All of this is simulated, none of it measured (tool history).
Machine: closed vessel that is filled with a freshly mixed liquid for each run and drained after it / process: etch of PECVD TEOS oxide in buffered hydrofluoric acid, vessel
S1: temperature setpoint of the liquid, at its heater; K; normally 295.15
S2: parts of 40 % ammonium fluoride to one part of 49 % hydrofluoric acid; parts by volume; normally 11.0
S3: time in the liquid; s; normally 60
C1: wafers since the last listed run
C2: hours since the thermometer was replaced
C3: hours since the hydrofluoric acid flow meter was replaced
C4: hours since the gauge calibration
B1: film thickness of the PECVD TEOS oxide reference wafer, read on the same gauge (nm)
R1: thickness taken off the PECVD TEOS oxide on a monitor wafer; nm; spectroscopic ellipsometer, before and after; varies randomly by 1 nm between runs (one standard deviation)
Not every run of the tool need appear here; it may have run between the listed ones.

| run | hour | S1 | S2 | S3 | C1 | C2 | C3 | C4 | B1 | R1 |
|---|---|---|---|---|---|---|---|---|---|---|
| 1 | 0.0 | 295.15 | 11.0 | 60 | 0 | 2161.6 | 1532.6 | 990.5 | 99.99 | 112.26 |
| 2 | 29.9 | 295.15 | 11.0 | 60 | 4282 | 2191.5 | 1562.5 | 1020.4 | 99.98 | 110.18 |
| 3 | 55.9 | 295.15 | 11.0 | 60 | 3723 | 2217.5 | 1588.5 | 1046.4 | 99.99 | 110.30 |
| 4 | 73.7 | 295.15 | 11.0 | 60 | 2549 | 2235.3 | 1606.3 | 1064.2 | 99.99 | 111.02 |
|  | 139.0 | thermometer replaced |
| 5 | 180.8 | 292.15 | 11.0 | 60 | 15196 | 41.8 | 1713.4 | 1171.3 | 100.01 | 93.14 |
| 6 | 213.4 | 292.15 | 11.0 | 60 | 4669 | 74.4 | 1746.0 | 1203.9 | 100.01 | 95.05 |
| 7 | 241.3 | 292.15 | 11.0 | 60 | 3996 | 102.3 | 1773.9 | 1231.8 | 100.00 | 92.85 |
| 8 | 263.6 | 295.15 | 11.0 | 60 | 3194 | 124.6 | 1796.2 | 1254.1 | 99.99 | 110.16 |
|  | 264.0 | gauge calibrated |
| 9 | 279.5 | 299.15 | 11.0 | 60 | 2277 | 140.5 | 1812.1 | 15.5 | 100.01 | 139.42 |
| 10 | 298.0 | 295.15 | 11.0 | 60 | 2649 | 159.0 | 1830.6 | 34.0 | 100.00 | 111.96 |
| 11 | 322.0 | 295.15 | 11.0 | 60 | 3437 | 183.0 | 1854.6 | 58.0 | 99.99 | 109.27 |
|  | 334.5 | hydrofluoric acid flow meter replaced |
| 12 | 335.7 | 295.15 | 11.0 | 60 | 1819 | 196.7 | 1.2 | 71.7 | 99.98 | 112.33 |
| 13 | 350.8 | 295.15 | 11.0 | 60 | 2162 | 211.8 | 16.3 | 86.8 | 100.01 | 111.34 |
| 14 | 363.6 | 293.15 | 14.0 | 60 | 1833 | 224.6 | 29.1 | 99.6 | 99.99 | 78.76 |
| 15 | 398.1 | 293.15 | 9.0 | 90 | 4941 | 259.1 | 63.6 | 134.1 | 100.00 | 176.35 |
| 16 | 427.6 | 295.15 | 11.0 | 50 | 4225 | 288.6 | 93.1 | 163.6 | 100.02 | 92.95 |
| 17 | 440.3 | 292.15 | 11.0 | 95 | 1819 | 301.3 | 105.8 | 176.3 | 100.00 | 148.04 |
| 18 | 470.9 | 300.15 | 11.0 | 60 | 4382 | 331.9 | 136.4 | 206.9 | 100.01 | 148.91 |
| 19 | 517.5 | 292.15 | 9.5 | 80 | 6674 | 378.5 | 183.0 | 253.5 | 100.02 | 140.95 |
| 20 | 603.0 | 298.15 | 12.5 | 60 | 12246 | 464.0 | 268.5 | 339.0 | 99.99 | 115.59 |
| 21 | 621.5 | 295.15 | 12.5 | 60 | 2649 | 482.5 | 287.0 | 357.5 | 100.01 | 98.60 |
| 22 | 723.6 | 291.65 | 11.0 | 80 | 14623 | 584.6 | 389.1 | 459.6 | 100.01 | 119.58 |
| 23 | 749.1 | 298.15 | 9.0 | 40 | 3652 | 610.1 | 414.6 | 485.1 | 100.02 | 102.94 |
| 24 | 773.0 | 292.65 | 11.0 | 60 | 3423 | 634.0 | 438.5 | 509.0 | 99.99 | 96.58 |
| 25 | 787.0 | 298.65 | 11.0 | 60 | 2005 | 648.0 | 452.5 | 523.0 | 100.01 | 135.32 |
| 26 | 817.3 | 290.65 | 9.0 | 60 | 4339 | 678.3 | 482.8 | 553.3 | 100.00 | 102.13 |
| 27 | 840.1 | 295.15 | 11.0 | 60 | 3265 | 701.1 | 505.6 | 576.1 | 99.99 | 110.05 |
| 28 | 874.7 | 290.65 | 8.5 | 60 | 4955 | 735.7 | 540.2 | 610.7 | 100.00 | 106.74 |
| 29 | 902.8 | 293.65 | 7.0 | 85 | 4024 | 763.8 | 568.3 | 638.8 | 100.00 | 225.32 |
| 30 | 937.4 | 295.15 | 11.0 | 60 | 4955 | 798.4 | 602.9 | 673.4 | 99.99 | 112.46 |
| 31 | 965.1 | 291.65 | 11.0 | 80 | 3967 | 826.1 | 630.6 | 701.1 | 99.99 | 120.90 |
| 32 | 988.0 | 298.65 | 6.5 | 60 | 3279 | 849.0 | 653.5 | 724.0 | 100.02 | 222.33 |
| 33 | 1004.1 | 295.15 | 10.0 | 60 | 2305 | 865.1 | 669.6 | 740.1 | 99.99 | 121.35 |

Exercise: give the hidden state of the tool at every run:
liquid hotter than its thermometer reads (K): 0 in every run
hydrofluoric acid flow below the setpoint (%): 0 in every run
gauge reads high (%): 0 in every run
